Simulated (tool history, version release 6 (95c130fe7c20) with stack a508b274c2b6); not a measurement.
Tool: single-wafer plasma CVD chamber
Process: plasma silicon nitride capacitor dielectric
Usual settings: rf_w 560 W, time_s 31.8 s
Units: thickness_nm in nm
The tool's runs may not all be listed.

run,day,rf_w,time_s,"read-back reference wafer on the same gauge, thickness_nm",thickness_nm
1,0,630,31.8,40.089,47.414
2,0.479,630,31.8,40.076,47.475
3,1.117,605,31.8,40.079,46.849
4,1.458,525,34.8,40.104,48.89
5,1.954,610,31.8,40.103,46.875
6,2.704,610,31.8,40.101,46.971
7,3.425,610,31.8,40.103,46.712
8,3.875,600,31.8,40.084,46.559
9,4.538,560,27.2,40.107,38.951
10,6.15,560,27.2,40.089,38.86
11,6.775,560,27.2,40.1,38.961
12,7.462,560,31.8,40.098,45.344
13,7.712,560,31.8,40.109,45.324
14,8.004,620,31.8,40.104,46.921
15,8.338,620,31.8,40.101,46.916
# day 8.967: RF generator calibrated
16,9.004,560,31.8,40.093,46.704
17,9.55,560,31.8,40.101,46.503
18,9.846,560,31.8,40.088,46.664
19,10.1,495,37.1,40.103,52.32
20,10.575,655,29.3,40.092,45.162
21,10.888,660,35.1,40.09,54.295
# day 11.438: gauge calibrated
22,11.625,560,31.8,40.08,46.672
23,12.242,560,26.9,40.113,39.485
# day 12.65: showerhead replaced
24,12.671,500,37.4,40.093,52.73
25,14.446,560,31.8,40.091,46.652
26,15.092,470,31.8,40.101,44.042
27,15.512,630,38,40.098,57.79
28,15.804,560,34.2,40.079,50.098
29,16.317,600,29.5,40.104,44.153

Run 30 comes next. What will it give?
30,16.696,505,26.2,?,?

{"run 30": {"read-back reference wafer on the same gauge, thickness_nm": 40.101, "thickness_nm": 37.102}}
Without the tool's hidden state the same run would have given thickness_nm 37.122 nm.

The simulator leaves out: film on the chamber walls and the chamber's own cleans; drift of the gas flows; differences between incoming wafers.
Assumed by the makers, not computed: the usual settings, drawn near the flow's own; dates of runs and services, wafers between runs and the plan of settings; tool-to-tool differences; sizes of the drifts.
